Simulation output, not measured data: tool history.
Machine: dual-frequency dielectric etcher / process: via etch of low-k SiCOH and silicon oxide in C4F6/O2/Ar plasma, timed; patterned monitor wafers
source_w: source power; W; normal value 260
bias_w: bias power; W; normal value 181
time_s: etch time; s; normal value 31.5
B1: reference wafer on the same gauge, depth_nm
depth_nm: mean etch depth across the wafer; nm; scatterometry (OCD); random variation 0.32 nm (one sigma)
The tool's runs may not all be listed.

Run 1, hour 0: usual settings but bias_w 152 W; B1 60.1. Result: depth_nm 62.9 nm.
Run 2, hour 17: usual settings but bias_w 152 W; B1 60.1. Result: depth_nm 63.2 nm.
Run 3, hour 31.8: usual settings; B1 60.1. Result: depth_nm 66.2 nm.
Run 4, hour 37.9: usual settings but source_w 280 W, time_s 36.5 s; B1 60. Result: depth_nm 79.6 nm.
Run 5, hour 46.7: usual settings but source_w 280 W, time_s 36.5 s; B1 60.1. Result: depth_nm 79.4 nm.
Run 6, hour 57: usual settings but source_w 280 W, time_s 36.5 s; B1 60.2. Result: depth_nm 79.3 nm.
At hour 58.1: gauge calibrated.
At hour 61.4: source power generator calibrated.
Run 7, hour 72.6: usual settings but time_s 37 s; B1 60.1. Result: depth_nm 78.4 nm.
At hour 106.3: wet clean of the chamber.
Run 8, hour 106.8: usual settings but time_s 37 s; B1 60.1. Result: depth_nm 75.2 nm.
Run 9, hour 117.4: usual settings but time_s 37 s; B1 60.1. Result: depth_nm 75.3 nm.
Run 10, hour 126.9: usual settings but source_w 220 W, time_s 35 s; B1 60.2. Result: depth_nm 67.4 nm.
Run 11, hour 143.5: usual settings; B1 60.2. Result: depth_nm 64.8 nm.
Run 12, hour 150.9: usual settings but source_w 310 W, bias_w 140 W; B1 60.1. Result: depth_nm 64.4 nm.
Run 13, hour 158.6: usual settings but source_w 200 W, bias_w 154 W, time_s 38 s; B1 60.1. Result: depth_nm 67.8 nm.
Run 14, hour 172: usual settings but bias_w 196 W, time_s 39 s; B1 60.1. Result: depth_nm 81.9 nm.
At hour 178.4: bias power generator calibrated.
Run 15, hour 187.2: usual settings but bias_w 148 W; B1 60.1. Result: depth_nm 61.1 nm.
Run 16, hour 200.7: usual settings; B1 60.1. Result: depth_nm 64.8 nm.
At hour 227: upper electrode replaced.
Run 17, hour 227.5: usual settings but source_w 290 W, bias_w 142 W, time_s 29 s; B1 60.2. Result: depth_nm 58.2 nm.
Run 18, hour 230.4: usual settings but source_w 280 W, bias_w 208 W; B1 60. Result: depth_nm 70.6 nm.
Run 19, hour 241.1: usual settings but source_w 210 W; B1 60.1. Result: depth_nm 60.5 nm.
Run 20, hour 248.9: usual settings but bias_w 144 W; B1 60. Result: depth_nm 61.3 nm.
Run 21, hour 264.4: usual settings; B1 60.1. Result: depth_nm 65.5 nm.
Run 22, hour 276.5: usual settings but source_w 320 W; B1 60.1. Result: depth_nm 70.2 nm.
Run 23, hour 292.7: usual settings but bias_w 222 W, time_s 22.5 s; B1 60.1. Result: depth_nm 49.5 nm.
Run 24, hour 306.7: usual settings but source_w 310 W, bias_w 146 W; B1 60.1. Result: depth_nm 65.5 nm.
Run 25, hour 323: usual settings but source_w 280 W, bias_w 197 W; B1 60.1. Result: depth_nm 69 nm.
Run 26, hour 332.5: usual settings; B1 60.1. Result: depth_nm 66.5 nm.
Run 27, hour 341.4: usual settings but source_w 240 W, time_s 29 s; B1 60.1. Result: depth_nm 59.1 nm.
Run 28, hour 355.6: usual settings but source_w 310 W, bias_w 140 W, time_s 39.5 s; B1 60.1. Result: depth_nm 81.8 nm.
Run 29, hour 364.5: usual settings but source_w 220 W, time_s 35 s; B1 60.1. Result: depth_nm 69.9 nm.
Run 30, hour 370.6: usual settings but source_w 210 W, time_s 24.5 s; B1 60.2. Result: depth_nm 47.6 nm.
Run 31, hour 380.5: usual settings but source_w 220 W, bias_w 167 W, time_s 27 s; B1 60. Result: depth_nm 52.4 nm.

Forecast each of these 3 alternatives for the next run:
Run A, hour 380.9: usual settings; B1 ?. Result: depth_nm ?.
Run B, hour 380.9: usual settings but source_w 240 W, bias_w 146 W, time_s 26 s; B1 ?. Result: depth_nm ?.
Run C, hour 380.9: usual settings but time_s 40 s; B1 ?. Result: depth_nm ?.

run    B1  depth_nm
  A  60.1      66.1
  B  60.1      49.7
  C  60.1      83.9
Take away the tool's hidden state, keep each run's random variation, and the runs would have read:
run  depth_nm
  A      64.2
  B      48.3
  C      81.5
